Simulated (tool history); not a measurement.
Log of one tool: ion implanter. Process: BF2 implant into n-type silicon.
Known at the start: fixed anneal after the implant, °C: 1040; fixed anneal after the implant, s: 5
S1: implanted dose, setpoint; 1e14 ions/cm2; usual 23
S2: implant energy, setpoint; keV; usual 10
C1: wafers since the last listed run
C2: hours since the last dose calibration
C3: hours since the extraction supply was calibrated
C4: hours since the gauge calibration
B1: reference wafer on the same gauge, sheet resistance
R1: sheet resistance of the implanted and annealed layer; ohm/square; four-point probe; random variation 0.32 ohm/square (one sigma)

run 1 hour=0 | S1=23 S2=10 | C1=0 C2=1342.1 C3=6008.3 C4=105.3 | B1=174.01 | R1=217.12
run 2 hour=12.6 | S1=23 S2=10 | C1=462 C2=1354.7 C3=6020.9 C4=117.9 | B1=173.98 | R1=216.77
run 3 hour=34.1 | S1=23 S2=10 | C1=789 C2=1376.2 C3=6042.4 C4=139.4 | B1=173.9 | R1=216.52
run 4 hour=51.5 | S1=23 S2=10 | C1=638 C2=1393.6 C3=6059.8 C4=156.8 | B1=173.91 | R1=217.03
run 5 hour=66.2 | S1=23 S2=8 | C1=539 C2=1408.3 C3=6074.5 C4=171.5 | B1=173.99 | R1=235.44
run 6 hour=76.1 | S1=17.88 S2=7.5 | C1=363 C2=1418.2 C3=6084.4 C4=181.4 | B1=173.97 | R1=244.64
run 7 hour=91.8 | S1=23 S2=8.5 | C1=576 C2=1433.9 C3=6100.1 C4=197.1 | B1=173.93 | R1=230.88
run 8 hour=103.9 | S1=23 S2=8.5 | C1=444 C2=1446 C3=6112.2 C4=209.2 | B1=174 | R1=230.42
run 9 hour=118.7 | S1=23 S2=8.5 | C1=543 C2=1460.8 C3=6127 C4=224 | B1=173.95 | R1=230.15
run 10 hour=129.4 | S1=23 S2=10 | C1=392 C2=1471.5 C3=6137.7 C4=234.7 | B1=173.88 | R1=216.61
run 11 hour=141.1 | S1=23 S2=10 | C1=429 C2=1483.2 C3=6149.4 C4=246.4 | B1=174.04 | R1=217.16
run 12 hour=167.1 | S1=23 S2=10 | C1=954 C2=1509.2 C3=6175.4 C4=272.4 | B1=174.14 | R1=216.94
run 13 hour=178.6 | S1=23 S2=10 | C1=422 C2=1520.7 C3=6186.9 C4=283.9 | B1=173.92 | R1=216.86
run 14 hour=191.8 | S1=23 S2=10 | C1=484 C2=1533.9 C3=6200.1 C4=297.1 | B1=173.84 | R1=216.43
run 15 hour=198.3 | S1=17.04 S2=7 | C1=238 C2=1540.4 C3=6206.6 C4=303.6 | B1=173.87 | R1=251.77
-- hour=206.4 Faraday cup replaced and dose calibrated
run 16 hour=206.9 | S1=26.58 S2=11.5 | C1=22 C2=0.5 C3=6215.2 C4=312.2 | B1=173.99 | R1=203.14
run 17 hour=210.8 | S1=23 S2=10 | C1=143 C2=4.4 C3=6219.1 C4=316.1 | B1=174.07 | R1=216.54
run 18 hour=219.6 | S1=17.65 S2=12.5 | C1=323 C2=13.2 C3=6227.9 C4=324.9 | B1=173.96 | R1=203.67
run 19 hour=236 | S1=28.41 S2=7.5 | C1=602 C2=29.6 C3=6244.3 C4=341.3 | B1=173.91 | R1=238.44
run 20 hour=247.4 | S1=20.69 S2=6.5 | C1=418 C2=41 C3=6255.7 C4=352.7 | B1=173.99 | R1=253.84
-- hour=257 gauge calibrated
run 21 hour=257.9 | S1=20.85 S2=7.5 | C1=385 C2=51.5 C3=6266.2 C4=0.9 | B1=173.96 | R1=242.28
-- hour=274.3 extraction supply calibrated
run 22 hour=274.8 | S1=23 S2=8 | C1=326 C2=68.4 C3=0.5 C4=17.8 | B1=174.04 | R1=235.67
run 23 hour=289 | S1=25.56 S2=11.5 | C1=521 C2=82.6 C3=14.7 C4=32 | B1=174.06 | R1=202.8
run 24 hour=298.9 | S1=25.57 S2=8 | C1=363 C2=92.5 C3=24.6 C4=41.9 | B1=174.05 | R1=233.9
run 25 hour=311.4 | S1=16.8 S2=8.5 | C1=458 C2=105 C3=37.1 C4=54.4 | B1=174.04 | R1=236.4
run 26 hour=324.6 | S1=18.44 S2=7.5 | C1=484 C2=118.2 C3=50.3 C4=67.6 | B1=174.15 | R1=244.82
run 27 hour=336.2 | S1=23 S2=10 | C1=425 C2=129.8 C3=61.9 C4=79.2 | B1=174.05 | R1=216.77
run 28 hour=362 | S1=23 S2=10 | C1=947 C2=155.6 C3=87.7 C4=105 | B1=173.98 | R1=216.37

3 ways to go on from here, each from the tool as it stands after run 28. What would each give?
run A hour=362.4 | S1=23 S2=10 | C1=14 C2=156 C3=88.1 C4=105.4 | B1=? | R1=?
run B hour=362.4 | S1=27.89 S2=10 | C1=14 C2=156 C3=88.1 C4=105.4 | B1=? | R1=?
run C hour=362.4 | S1=25.11 S2=13.5 | C1=14 C2=156 C3=88.1 C4=105.4 | B1=? | R1=?

run=A B1=173.9 R1=216.88
run=B B1=173.9 R1=213.8
run=C B1=173.9 R1=190.32
Without the tool's hidden state the same runs would have given:
run=A R1=216.88
run=B R1=213.8
run=C R1=190.32

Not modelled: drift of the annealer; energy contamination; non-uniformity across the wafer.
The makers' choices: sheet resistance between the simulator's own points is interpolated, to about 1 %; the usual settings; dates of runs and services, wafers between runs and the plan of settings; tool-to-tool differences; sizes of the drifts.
